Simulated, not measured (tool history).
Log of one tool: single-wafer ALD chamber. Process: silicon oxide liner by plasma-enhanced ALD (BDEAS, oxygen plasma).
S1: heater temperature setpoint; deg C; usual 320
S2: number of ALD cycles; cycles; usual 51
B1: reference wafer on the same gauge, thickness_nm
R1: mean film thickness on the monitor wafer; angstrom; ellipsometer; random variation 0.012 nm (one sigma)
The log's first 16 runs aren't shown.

At day 44.267: gauge calibrated.
Run 17, day 46.038: usual settings; B1 4.013. Result: R1 48.03 angstrom.
Run 18, day 48.875: usual settings but S1 328 deg C, S2 43 cycles; B1 4.014. Result: R1 39.98 angstrom.
Run 19, day 51.346: usual settings but S2 43 cycles; B1 4.015. Result: R1 40.40 angstrom.
At day 53.138: thermocouple changed; heater temperature recalibrated.
Run 20, day 55.471: usual settings; B1 4.013. Result: R1 47.87 angstrom.
Run 21, day 58.508: usual settings; B1 4.012. Result: R1 47.94 angstrom.
Run 22, day 60.229: usual settings; B1 4.013. Result: R1 47.79 angstrom.
Run 23, day 64.367: usual settings; B1 4.011. Result: R1 47.95 angstrom.
Run 24, day 66.200: usual settings but S1 325 deg C, S2 45 cycles; B1 4.012. Result: R1 42.06 angstrom.
Run 25, day 67.925: usual settings but S1 305 deg C; B1 4.012. Result: R1 48.66 angstrom.
Run 26, day 70.129: usual settings but S1 326 deg C; B1 4.009. Result: R1 47.74 angstrom.
Run 27, day 72.946: usual settings but S1 313 deg C, S2 55 cycles; B1 4.007. Result: R1 51.97 angstrom.
Run 28, day 75.588: usual settings but S1 311 deg C, S2 61 cycles; B1 4.009. Result: R1 57.71 angstrom.
Run 29, day 77.500: usual settings; B1 4.007. Result: R1 47.82 angstrom.
Run 30, day 80.112: usual settings but S1 309 deg C, S2 58 cycles; B1 4.006. Result: R1 55.30 angstrom.
Run 31, day 83.371: usual settings but S2 61 cycles; B1 4.004. Result: R1 56.93 angstrom.
Run 32, day 86.225: usual settings; B1 4.004. Result: R1 47.94 angstrom.
Run 33, day 88.875: usual settings but S1 331 deg C, S2 61 cycles; B1 4.000. Result: R1 56.32 angstrom.

3 ways to go on from here, each from the tool as it stands after run 33. What would each give?
Run A, day 88.896: usual settings; B1 ?. Result: R1 ?.
Run B, day 88.896: usual settings but S1 315 deg C, S2 58 cycles; B1 ?. Result: R1 ?.
Run C, day 88.896: usual settings but S1 330 deg C, S2 46 cycles; B1 ?. Result: R1 ?.

run     B1     R1
  A  3.998  47.92
  B  3.998  54.84
  C  3.998  42.68
Without the tool's hidden state the same runs would have given:
run     R1
  A  48.04
  B  54.98
  C  42.78

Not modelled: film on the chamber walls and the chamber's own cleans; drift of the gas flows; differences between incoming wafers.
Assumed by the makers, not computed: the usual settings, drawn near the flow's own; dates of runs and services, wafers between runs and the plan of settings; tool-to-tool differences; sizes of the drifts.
